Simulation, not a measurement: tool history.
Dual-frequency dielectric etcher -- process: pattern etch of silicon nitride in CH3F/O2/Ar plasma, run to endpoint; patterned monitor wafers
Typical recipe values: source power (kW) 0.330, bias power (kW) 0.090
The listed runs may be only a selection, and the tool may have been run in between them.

run	hour	source power (kW)	bias power (kW)	wafers since the last listed run	hours since the last wet clean	hours since the last source power generator calibration	hours since the last bias power generator calibration	hours since the last upper electrode change	incoming incoming film thickness, nm	endpoint time (s)
1	0.0	0.330	0.077	0	80.8	2178.0	4265.4	5502.4	49.31	71.6
2	26.9	0.330	0.077	333	107.7	2204.9	4292.3	5529.3	49.58	72.9
3	43.1	0.330	0.077	200	123.9	2221.1	4308.5	5545.5	49.52	72.6
4	77.5	0.330	0.090	426	158.3	2255.5	4342.9	5579.9	49.23	68.7
5	91.9	0.350	0.090	178	172.7	2269.9	4357.3	5594.3	49.91	68.5
6	107.5	0.350	0.090	193	188.3	2285.5	4372.9	5609.9	49.45	67.7
7	137.0	0.330	0.090	365	217.8	2315.0	4402.4	5639.4	49.84	70.5
8	159.1	0.330	0.090	273	239.9	2337.1	4424.5	5661.5	49.19	69.7
9	183.0	0.330	0.090	296	263.8	2361.0	4448.4	5685.4	49.09	69.9
# hour 202.8: source power generator calibrated
10	203.3	0.380	0.081	201	284.1	0.5	4468.7	5705.7	49.40	69.2
11	265.9	0.370	0.106	775	346.7	63.1	4531.3	5768.3	49.85	66.1
12	286.5	0.380	0.099	255	367.3	83.7	4551.9	5788.9	49.56	66.3
13	318.5	0.290	0.104	396	399.3	115.7	4583.9	5820.9	49.84	72.4
14	348.4	0.360	0.078	370	429.2	145.6	4613.8	5850.8	49.34	71.9
# hour 365.8: bias power generator calibrated
# hour 382.7: upper electrode replaced
# hour 385.0: wet clean of the chamber
15	385.5	0.390	0.072	172	0.5	182.7	19.7	2.8	49.57	67.1
16	402.9	0.300	0.083	215	17.9	200.1	37.1	20.2	49.92	72.3
17	424.3	0.330	0.090	265	39.3	221.5	58.5	41.6	49.22	67.4
18	521.4	0.330	0.090	1202	136.4	318.6	155.6	138.7	49.09	68.3

Hidden state or all else? Some run-to-run changes of endpoint time (s), split into what the settings, what came in and random variation would give without the hidden state, and what is left for the hidden state (with any gauge scatter that isn't in both results):
The tool's hidden condition here consists of: etch rate over this chamber's usual, %; source power that arrives over what is set, %; bias power that arrives over what is set, %.
Run 12 -> 13: source power (kW) 0.380 -> 0.290, bias power (kW) 0.099 -> 0.104. endpoint time (s) +6.1: hidden state +0.6, all else +5.5.
Run 14 -> 15: source power (kW) 0.360 -> 0.390, bias power (kW) 0.078 -> 0.072, bias power generator calibrated, upper electrode replaced, wet clean of the chamber. endpoint time (s) -4.8: hidden state -4.3, all else -0.5.
